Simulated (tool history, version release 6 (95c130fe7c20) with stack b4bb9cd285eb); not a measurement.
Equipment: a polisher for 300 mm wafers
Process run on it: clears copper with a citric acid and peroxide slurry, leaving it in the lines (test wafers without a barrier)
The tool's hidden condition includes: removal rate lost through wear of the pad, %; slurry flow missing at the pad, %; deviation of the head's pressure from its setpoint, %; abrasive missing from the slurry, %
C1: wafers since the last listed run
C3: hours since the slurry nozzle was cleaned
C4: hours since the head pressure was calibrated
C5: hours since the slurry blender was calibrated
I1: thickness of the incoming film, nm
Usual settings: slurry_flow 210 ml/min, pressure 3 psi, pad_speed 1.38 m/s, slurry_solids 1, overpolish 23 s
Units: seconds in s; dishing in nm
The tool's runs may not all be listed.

Run 1, hour 0: usual settings but pressure 2.4 psi; C1 0; wafers polished on this pad 202; C3 90.9; C4 382.3; C5 283.4; I1 405.8. Result: seconds 210.6 s, dishing 19.1 nm.
Run 2, hour 16.2: usual settings but pressure 2.4 psi; C1 87; wafers polished on this pad 289; C3 107.1; C4 398.5; C5 299.6; I1 409.6. Result: seconds 222 s, dishing 18 nm.
Run 3, hour 23.7: usual settings but pressure 2.4 psi; C1 40; wafers polished on this pad 330; C3 114.6; C4 406; C5 307.1; I1 417.1. Result: seconds 223.6 s, dishing 18.5 nm.
Run 4, hour 31.1: usual settings but pad_speed 1.62 m/s; C1 39; wafers polished on this pad 370; C3 122; C4 413.4; C5 314.5; I1 410.8. Result: seconds 149.4 s, dishing 21.4 nm.
Run 5, hour 45.5: usual settings but pad_speed 1.62 m/s; C1 77; wafers polished on this pad 448; C3 136.4; C4 427.8; C5 328.9; I1 412.4. Result: seconds 155.7 s, dishing 21.2 nm.
At hour 63.6: worn pad replaced by a new one.
Run 6, hour 64.1: usual settings but slurry_solids 0.85; C1 78; wafers polished on this pad 2; C3 155; C4 446.4; C5 347.5; I1 409.3. Result: seconds 191.4 s, dishing 20.1 nm.
Run 7, hour 75.1: usual settings; C1 59; wafers polished on this pad 62; C3 166; C4 457.4; C5 358.5; I1 419.1. Result: seconds 181.2 s, dishing 21.2 nm.
Run 8, hour 89: usual settings; C1 75; wafers polished on this pad 137; C3 179.9; C4 471.3; C5 372.4; I1 410. Result: seconds 181.4 s, dishing 20.2 nm.
At hour 93.8: head pressure recalibrated.
At hour 101.1: slurry blender recalibrated.
Run 9, hour 101.6: usual settings; C1 46; wafers polished on this pad 183; C3 192.5; C4 7.8; C5 0.5; I1 407.3. Result: seconds 174.3 s, dishing 20 nm.
Run 10, hour 107.6: usual settings; C1 32; wafers polished on this pad 216; C3 198.5; C4 13.8; C5 6.5; I1 406.9. Result: seconds 184.6 s, dishing 20 nm.
Run 11, hour 122: usual settings but slurry_flow 145 ml/min, overpolish 27 s; C1 77; wafers polished on this pad 294; C3 212.9; C4 28.2; C5 20.9; I1 408.5. Result: seconds 200.4 s, dishing 20.9 nm.
Run 12, hour 133.3: usual settings but slurry_flow 170 ml/min, pad_speed 1.18 m/s, slurry_solids 0.85; C1 61; wafers polished on this pad 355; C3 224.2; C4 39.5; C5 32.2; I1 414.7. Result: seconds 247.2 s, dishing 18.5 nm.
Run 13, hour 143.6: usual settings; C1 55; wafers polished on this pad 410; C3 234.5; C4 49.8; C5 42.5; I1 406.1. Result: seconds 184 s, dishing 19.6 nm.
At hour 168.1: worn pad replaced by a new one.
At hour 170.7: slurry nozzle cleaned.
Run 14, hour 171.6: usual settings but slurry_flow 165 ml/min, pad_speed 1.14 m/s, slurry_solids 0.85, overpolish 18 s; C1 124; wafers polished on this pad 13; C3 0.9; C4 77.8; C5 70.5; I1 409.4. Result: seconds 230.1 s, dishing 16.4 nm.
Run 15, hour 182.8: usual settings but slurry_flow 275 ml/min; C1 60; wafers polished on this pad 73; C3 12.1; C4 89; C5 81.7; I1 412.2. Result: seconds 169.4 s, dishing 20.7 nm.
Run 16, hour 193.3: usual settings but slurry_flow 160 ml/min, pressure 2.6 psi, pad_speed 1.16 m/s, overpolish 18 s; C1 56; wafers polished on this pad 130; C3 22.6; C4 99.5; C5 92.2; I1 416.6. Result: seconds 254 s, dishing 15.5 nm.
Run 17, hour 200.9: usual settings but pressure 2.4 psi, overpolish 11 s; C1 41; wafers polished on this pad 171; C3 30.2; C4 107.1; C5 99.8; I1 417.2. Result: seconds 218.8 s, dishing 12.7 nm.
Run 18, hour 217.6: usual settings but slurry_solids 1.15; C1 90; wafers polished on this pad 262; C3 46.9; C4 123.8; C5 116.5; I1 412.7. Result: seconds 166.7 s, dishing 20.8 nm.

Give the tool's hidden conditions for every run:
removal rate lost through wear of the pad, %: 0 across all the runs
deviation of the head's pressure from its setpoint, %: 0 across all the runs
abrasive missing from the slurry, %: 0 across all the runs
H1: slurry flow missing at the pad, %
run    H1
  1  5.61
  2  7.52
  3   8.5
  4  9.54
  5  11.7
  6    15
  7  17.1
  8  19.9
  9  22.7
 10  24.1
 11  27.6
 12  30.5
 13  33.3
 14  6.43
 15  6.51
 16  6.73
 17  6.97
 18  7.73
